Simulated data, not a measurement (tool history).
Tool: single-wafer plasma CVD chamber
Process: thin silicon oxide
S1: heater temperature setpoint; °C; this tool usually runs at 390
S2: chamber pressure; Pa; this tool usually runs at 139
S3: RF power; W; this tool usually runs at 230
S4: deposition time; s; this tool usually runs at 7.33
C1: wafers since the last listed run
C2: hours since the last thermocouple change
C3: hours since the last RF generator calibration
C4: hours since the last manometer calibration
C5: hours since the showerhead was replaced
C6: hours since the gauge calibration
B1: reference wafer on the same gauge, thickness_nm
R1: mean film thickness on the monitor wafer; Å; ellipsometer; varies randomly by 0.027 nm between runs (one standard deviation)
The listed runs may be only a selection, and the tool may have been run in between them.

run,hour,S1,S2,S3,S4,C1,C2,C3,C4,C5,C6,B1,R1
1,0,390,139,230,6.86,0,1316.2,594.4,1797.8,2913.6,1913.1,13.802,120.83
2,212,390,139,230,6.86,6309,1528.2,806.4,2009.8,3125.6,2125.1,13.806,120.94
3,282.7,390,139,230,6.29,2104,1598.9,877.1,2080.5,3196.3,2195.8,13.808,110.42
4,482.4,390,139,205,7.33,5943,1798.6,1076.8,2280.2,3396,2395.5,13.795,122.18
5,553.9,390,139,245,7.33,2128,1870.1,1148.3,2351.7,3467.5,2467,13.789,131.37
# hour 689.3: capacitance manometer re-zeroed and calibrated
# hour 768.1: showerhead replaced
6,785.4,390,139,245,7.33,6413,2101.6,1379.8,96.1,17.3,2698.5,13.791,131.59
# hour 835.7: gauge calibrated
7,842.9,390,139,230,6.88,1711,2159.1,1437.3,153.6,74.8,7.2,13.801,120.36
8,988.1,390,139,230,6.88,4321,2304.3,1582.5,298.8,220,152.4,13.789,120.39
9,1071.2,390,139,230,7.79,2473,2387.4,1665.6,381.9,303.1,235.5,13.798,135.59
10,1151.6,390,139,230,7.79,2392,2467.8,1746,462.3,383.5,315.9,13.795,135.6
# hour 1409.2: thermocouple changed; heater temperature recalibrated
11,1409.7,390,159,230,7.33,7443,0.5,2004.1,720.4,641.6,574,13.805,139
# hour 1509.6: RF generator calibrated
12,1510.1,390,159,230,7.33,2750,100.9,0.5,820.8,742,674.4,13.808,140.8
13,1590.2,380,169,230,7.33,2384,181,80.6,900.9,822.1,754.5,13.798,145.8
14,1693.4,398,139,210,7.96,3071,284.2,183.8,1004.1,925.3,857.7,13.799,134.18
15,1774.2,390,139,230,6.71,2404,365,264.6,1084.9,1006.1,938.5,13.8,118.52
16,1865.6,390,139,230,7.79,2720,456.4,356,1176.3,1097.5,1029.9,13.79,137.31
17,1958.6,390,139,230,6.92,2767,549.4,449,1269.3,1190.5,1122.9,13.799,121.82
18,2065.3,390,139,230,7.33,3175,656.1,555.7,1376,1297.2,1229.6,13.799,128.99
19,2101.7,390,139,230,7.79,1083,692.5,592.1,1412.4,1333.6,1266,13.808,137.13
20,2206.3,390,173,195,8.46,3113,797.1,696.7,1517,1438.2,1370.6,13.808,155.89
21,2259.3,390,139,230,6.88,1577,850.1,749.7,1570,1491.2,1423.6,13.8,121.47
22,2298.4,390,129,230,6.21,1163,889.2,788.8,1609.1,1530.3,1462.7,13.805,104.73
23,2352.9,385,139,230,7.33,1622,943.7,843.3,1663.6,1584.8,1517.2,13.801,129.12
24,2420.2,390,139,230,7.33,2003,1011,910.6,1730.9,1652.1,1584.5,13.811,128.08
25,2463.2,390,139,230,6.29,1279,1054,953.6,1773.9,1695.1,1627.5,13.803,110.33
26,2549.8,383,115,230,7.33,2577,1140.6,1040.2,1860.5,1781.7,1714.1,13.807,112.48
27,2644.1,398,113,190,6.64,2806,1234.9,1134.5,1954.8,1876,1808.4,13.798,92.01
28,2713,377,168,230,5.97,2050,1303.8,1203.4,2023.7,1944.9,1877.3,13.793,117.53

Each row is a separate what-if for the run after 28, all from the same tool condition, not one after another. Results?
A,2713.4,390,139,270,7.33,11,1304.2,1203.8,2024.1,1945.3,1877.7,?,?
B,2713.4,390,139,205,8,11,1304.2,1203.8,2024.1,1945.3,1877.7,?,?
C,2713.4,404,139,230,7.33,11,1304.2,1203.8,2024.1,1945.3,1877.7,?,?
D,2713.4,390,125,230,7.33,11,1304.2,1203.8,2024.1,1945.3,1877.7,?,?

run,B1,R1
A,13.804,137.71
B,13.804,133.66
C,13.804,127.72
D,13.804,120.3
What these runs would have given with no unlogged condition in the tool:
run,R1
A,139.21
B,135.33
C,129.2
D,121.69

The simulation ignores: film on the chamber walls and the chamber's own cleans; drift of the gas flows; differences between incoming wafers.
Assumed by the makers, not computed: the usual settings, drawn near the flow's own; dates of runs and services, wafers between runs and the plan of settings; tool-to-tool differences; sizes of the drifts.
